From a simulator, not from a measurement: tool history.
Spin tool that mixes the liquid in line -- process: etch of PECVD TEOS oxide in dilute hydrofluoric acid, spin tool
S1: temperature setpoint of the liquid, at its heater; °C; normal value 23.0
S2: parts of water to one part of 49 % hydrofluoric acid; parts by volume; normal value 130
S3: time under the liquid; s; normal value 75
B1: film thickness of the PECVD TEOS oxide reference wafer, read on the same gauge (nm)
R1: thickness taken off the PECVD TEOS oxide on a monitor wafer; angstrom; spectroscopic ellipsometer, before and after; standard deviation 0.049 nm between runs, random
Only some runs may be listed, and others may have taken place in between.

run	day	S1	S2	S3	B1	R1
1	0.000	24.5	130	75	130.03	80.5
2	1.383	24.5	130	75	129.96	80.1
3	2.817	23.0	130	75	130.02	75.3
4	3.679	23.0	130	75	130.03	74.8
5	7.800	23.0	130	75	129.97	74.8
6	8.554	23.0	130	75	129.96	75.2
7	9.721	23.0	130	75	129.96	75.2
8	10.546	23.0	130	75	130.01	75.4
9	12.950	23.0	130	75	129.97	73.8
10	13.812	23.0	130	75	129.96	74.6
11	16.462	23.0	130	75	130.02	74.2
12	17.512	23.0	130	75	130.00	74.3
# day 17.729: thermometer replaced
13	21.725	23.0	130	75	129.97	73.9
# day 22.250: hydrofluoric acid flow meter replaced
14	22.404	23.0	130	75	130.03	83.9
15	23.404	23.0	130	75	129.99	84.5
# day 23.938: gauge calibrated
16	24.167	23.0	130	75	130.02	83.4
17	24.817	23.0	130	75	130.01	84.4
18	25.950	25.0	80	55	129.95	113.8
19	26.479	24.5	170	75	129.96	64.7
20	27.962	23.0	130	75	130.05	82.6
21	28.488	20.0	105	75	130.00	94.1
22	29.408	20.5	155	120	129.99	97.8
23	30.612	23.0	130	100	130.03	110.8
24	31.333	23.0	130	75	130.02	82.3
25	31.883	18.5	110	75	129.98	83.7
26	32.512	23.0	100	75	130.02	111.9
27	33.250	26.5	175	75	129.98	66.2
28	34.412	27.0	190	115	130.02	93.2
29	35.550	23.0	130	75	129.98	81.7
30	36.388	23.0	130	120	130.02	130.8
31	37.162	19.0	130	75	130.02	70.3
32	37.912	21.0	95	95	130.01	137.5
33	39.367	23.0	130	45	130.00	49.1
34	40.679	23.0	75	100	129.96	202.3

Exercise: give the hidden state of the tool at every run:
liquid colder than its thermometer reads (K): 0 in every run
gauge reads high (%): 0 in every run
H1: hydrofluoric acid flow below the setpoint (%)
run	H1
1	9.66
2	9.85
3	10
4	10.2
5	10.7
6	10.8
7	11
8	11.1
9	11.4
10	11.6
11	11.9
12	12.1
13	12.6
14	1.8
15	1.94
16	2.04
17	2.13
18	2.29
19	2.36
20	2.56
21	2.63
22	2.76
23	2.92
24	3.02
25	3.1
26	3.19
27	3.29
28	3.45
29	3.6
30	3.72
31	3.82
32	3.93
33	4.12
34	4.3
